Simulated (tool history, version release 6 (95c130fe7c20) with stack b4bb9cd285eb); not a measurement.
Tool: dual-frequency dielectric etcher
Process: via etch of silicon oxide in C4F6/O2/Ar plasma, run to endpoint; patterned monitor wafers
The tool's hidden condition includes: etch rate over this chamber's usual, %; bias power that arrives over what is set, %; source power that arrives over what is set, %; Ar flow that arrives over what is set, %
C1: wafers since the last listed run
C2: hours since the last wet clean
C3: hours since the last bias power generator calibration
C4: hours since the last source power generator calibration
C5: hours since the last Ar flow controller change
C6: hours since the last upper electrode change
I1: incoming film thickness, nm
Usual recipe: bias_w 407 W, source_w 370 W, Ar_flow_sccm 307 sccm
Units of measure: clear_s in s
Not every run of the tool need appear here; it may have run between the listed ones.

{"run": 1, "hour": 0.0, "bias_w": 384, "source_w": 370, "Ar_flow_sccm": 307, "C1": 0, "C2": 33.6, "C3": 1477.6, "C4": 42.2, "C5": 1957.3, "C6": 3564, "I1": 136, "clear_s": 33.9}
{"run": 2, "hour": 25.5, "bias_w": 384, "source_w": 370, "Ar_flow_sccm": 307, "C1": 169, "C2": 59.1, "C3": 1503.1, "C4": 67.7, "C5": 1982.8, "C6": 3589.5, "I1": 136.5, "clear_s": 33.9}
{"run": 3, "hour": 46.8, "bias_w": 407, "source_w": 370, "Ar_flow_sccm": 307, "C1": 141, "C2": 80.4, "C3": 1524.4, "C4": 89, "C5": 2004.1, "C6": 3610.8, "I1": 137.8, "clear_s": 33.5}
{"run": 4, "hour": 76.0, "bias_w": 407, "source_w": 370, "Ar_flow_sccm": 307, "C1": 194, "C2": 109.6, "C3": 1553.6, "C4": 118.2, "C5": 2033.3, "C6": 3640, "I1": 137.1, "clear_s": 33.5}
{"run": 5, "hour": 107.7, "bias_w": 358, "source_w": 290, "Ar_flow_sccm": 264, "C1": 211, "C2": 141.3, "C3": 1585.3, "C4": 149.9, "C5": 2065, "C6": 3671.7, "I1": 136.9, "clear_s": 38.6}
{"run": 6, "hour": 125.5, "bias_w": 407, "source_w": 370, "Ar_flow_sccm": 269, "C1": 118, "C2": 159.1, "C3": 1603.1, "C4": 167.7, "C5": 2082.8, "C6": 3689.5, "I1": 137.2, "clear_s": 33}
{"hour": 139.8, "done": "Ar flow controller replaced"}
{"run": 7, "hour": 156.2, "bias_w": 407, "source_w": 370, "Ar_flow_sccm": 307, "C1": 164, "C2": 189.8, "C3": 1633.8, "C4": 198.4, "C5": 16.4, "C6": 3720.2, "I1": 137, "clear_s": 34}
{"run": 8, "hour": 182.5, "bias_w": 407, "source_w": 370, "Ar_flow_sccm": 330, "C1": 175, "C2": 216.1, "C3": 1660.1, "C4": 224.7, "C5": 42.7, "C6": 3746.5, "I1": 138.8, "clear_s": 34.6}
{"run": 9, "hour": 218.0, "bias_w": 407, "source_w": 290, "Ar_flow_sccm": 235, "C1": 236, "C2": 251.6, "C3": 1695.6, "C4": 260.2, "C5": 78.2, "C6": 3782, "I1": 137.4, "clear_s": 36.9}
{"hour": 246.5, "done": "upper electrode replaced"}
{"run": 10, "hour": 247.0, "bias_w": 463, "source_w": 370, "Ar_flow_sccm": 368, "C1": 33, "C2": 280.6, "C3": 1724.6, "C4": 289.2, "C5": 107.2, "C6": 0.5, "I1": 137.5, "clear_s": 32.7}
{"run": 11, "hour": 291.9, "bias_w": 442, "source_w": 420, "Ar_flow_sccm": 307, "C1": 299, "C2": 325.5, "C3": 1769.5, "C4": 334.1, "C5": 152.1, "C6": 45.4, "I1": 138.5, "clear_s": 31.5}
{"run": 12, "hour": 316.5, "bias_w": 356, "source_w": 290, "Ar_flow_sccm": 264, "C1": 163, "C2": 350.1, "C3": 1794.1, "C4": 358.7, "C5": 176.7, "C6": 70, "I1": 136.7, "clear_s": 40.1}
{"run": 13, "hour": 339.3, "bias_w": 407, "source_w": 280, "Ar_flow_sccm": 307, "C1": 151, "C2": 372.9, "C3": 1816.9, "C4": 381.5, "C5": 199.5, "C6": 92.8, "I1": 136.2, "clear_s": 38.9}
{"run": 14, "hour": 354.2, "bias_w": 407, "source_w": 370, "Ar_flow_sccm": 307, "C1": 99, "C2": 387.8, "C3": 1831.8, "C4": 396.4, "C5": 214.4, "C6": 107.7, "I1": 138.1, "clear_s": 35}
{"hour": 372.9, "done": "bias power generator calibrated"}
{"hour": 385.2, "done": "wet clean of the chamber"}
{"run": 15, "hour": 385.7, "bias_w": 407, "source_w": 370, "Ar_flow_sccm": 262, "C1": 101, "C2": 0.5, "C3": 12.8, "C4": 427.9, "C5": 245.9, "C6": 139.2, "I1": 137.1, "clear_s": 31.8}
{"run": 16, "hour": 421.1, "bias_w": 407, "source_w": 370, "Ar_flow_sccm": 307, "C1": 235, "C2": 35.9, "C3": 48.2, "C4": 463.3, "C5": 281.3, "C6": 174.6, "I1": 137.2, "clear_s": 33}
{"run": 17, "hour": 435.1, "bias_w": 407, "source_w": 370, "Ar_flow_sccm": 307, "C1": 93, "C2": 49.9, "C3": 62.2, "C4": 477.3, "C5": 295.3, "C6": 188.6, "I1": 136.5, "clear_s": 32.8}
{"run": 18, "hour": 465.1, "bias_w": 316, "source_w": 340, "Ar_flow_sccm": 342, "C1": 199, "C2": 79.9, "C3": 92.2, "C4": 507.3, "C5": 325.3, "C6": 218.6, "I1": 138, "clear_s": 39.5}
{"run": 19, "hour": 500.5, "bias_w": 407, "source_w": 370, "Ar_flow_sccm": 307, "C1": 235, "C2": 115.3, "C3": 127.6, "C4": 542.7, "C5": 360.7, "C6": 254, "I1": 136.4, "clear_s": 32.7}
{"run": 20, "hour": 527.6, "bias_w": 407, "source_w": 410, "Ar_flow_sccm": 307, "C1": 180, "C2": 142.4, "C3": 154.7, "C4": 569.8, "C5": 387.8, "C6": 281.1, "I1": 138.8, "clear_s": 32.3}
{"run": 21, "hour": 555.7, "bias_w": 497, "source_w": 400, "Ar_flow_sccm": 251, "C1": 187, "C2": 170.5, "C3": 182.8, "C4": 597.9, "C5": 415.9, "C6": 309.2, "I1": 138.6, "clear_s": 29}
{"run": 22, "hour": 589.4, "bias_w": 441, "source_w": 370, "Ar_flow_sccm": 307, "C1": 224, "C2": 204.2, "C3": 216.5, "C4": 631.6, "C5": 449.6, "C6": 342.9, "I1": 138, "clear_s": 33}
{"run": 23, "hour": 622.7, "bias_w": 407, "source_w": 370, "Ar_flow_sccm": 286, "C1": 221, "C2": 237.5, "C3": 249.8, "C4": 664.9, "C5": 482.9, "C6": 376.2, "I1": 137.9, "clear_s": 34.3}
{"run": 24, "hour": 639.7, "bias_w": 462, "source_w": 370, "Ar_flow_sccm": 255, "C1": 113, "C2": 254.5, "C3": 266.8, "C4": 681.9, "C5": 499.9, "C6": 393.2, "I1": 138, "clear_s": 31.5}
{"run": 25, "hour": 665.6, "bias_w": 472, "source_w": 340, "Ar_flow_sccm": 250, "C1": 172, "C2": 280.4, "C3": 292.7, "C4": 707.8, "C5": 525.8, "C6": 419.1, "I1": 137.5, "clear_s": 32.3}
{"run": 26, "hour": 699.5, "bias_w": 312, "source_w": 320, "Ar_flow_sccm": 253, "C1": 225, "C2": 314.3, "C3": 326.6, "C4": 741.7, "C5": 559.7, "C6": 453, "I1": 136.9, "clear_s": 39.9}
{"run": 27, "hour": 728.1, "bias_w": 407, "source_w": 370, "Ar_flow_sccm": 307, "C1": 190, "C2": 342.9, "C3": 355.2, "C4": 770.3, "C5": 588.3, "C6": 481.6, "I1": 137.5, "clear_s": 34.7}
{"hour": 845.5, "done": "wet clean of the chamber"}
{"run": 28, "hour": 846.0, "bias_w": 455, "source_w": 400, "Ar_flow_sccm": 338, "C1": 625, "C2": 0.5, "C3": 473.1, "C4": 888.2, "C5": 706.2, "C6": 599.5, "I1": 137.5, "clear_s": 31}

5 ways to go on from here, each from the tool as it stands after run 28. What would each give?
{"run": "A", "hour": 846.4, "bias_w": 407, "source_w": 370, "Ar_flow_sccm": 307, "C1": 2, "C2": 0.9, "C3": 473.5, "C4": 888.6, "C5": 706.6, "C6": 599.9, "I1": 136.8, "clear_s": "?"}
{"run": "B", "hour": 846.4, "bias_w": 369, "source_w": 370, "Ar_flow_sccm": 261, "C1": 2, "C2": 0.9, "C3": 473.5, "C4": 888.6, "C5": 706.6, "C6": 599.9, "I1": 136.8, "clear_s": "?"}
{"run": "C", "hour": 846.4, "bias_w": 460, "source_w": 400, "Ar_flow_sccm": 231, "C1": 2, "C2": 0.9, "C3": 473.5, "C4": 888.6, "C5": 706.6, "C6": 599.9, "I1": 136.8, "clear_s": "?"}
{"run": "D", "hour": 846.4, "bias_w": 457, "source_w": 370, "Ar_flow_sccm": 347, "C1": 2, "C2": 0.9, "C3": 473.5, "C4": 888.6, "C5": 706.6, "C6": 599.9, "I1": 136.8, "clear_s": "?"}
{"run": "E", "hour": 846.4, "bias_w": 407, "source_w": 370, "Ar_flow_sccm": 356, "C1": 2, "C2": 0.9, "C3": 473.5, "C4": 888.6, "C5": 706.6, "C6": 599.9, "I1": 136.8, "clear_s": "?"}

run=A clear_s=32.9
run=B clear_s=33.8
run=C clear_s=29.2
run=D clear_s=31.6
run=E clear_s=33.4
With no hidden state in the tool, these same runs would have given:
run=A clear_s=32.8
run=B clear_s=33.7
run=C clear_s=29.1
run=D clear_s=31.5
run=E clear_s=33.3
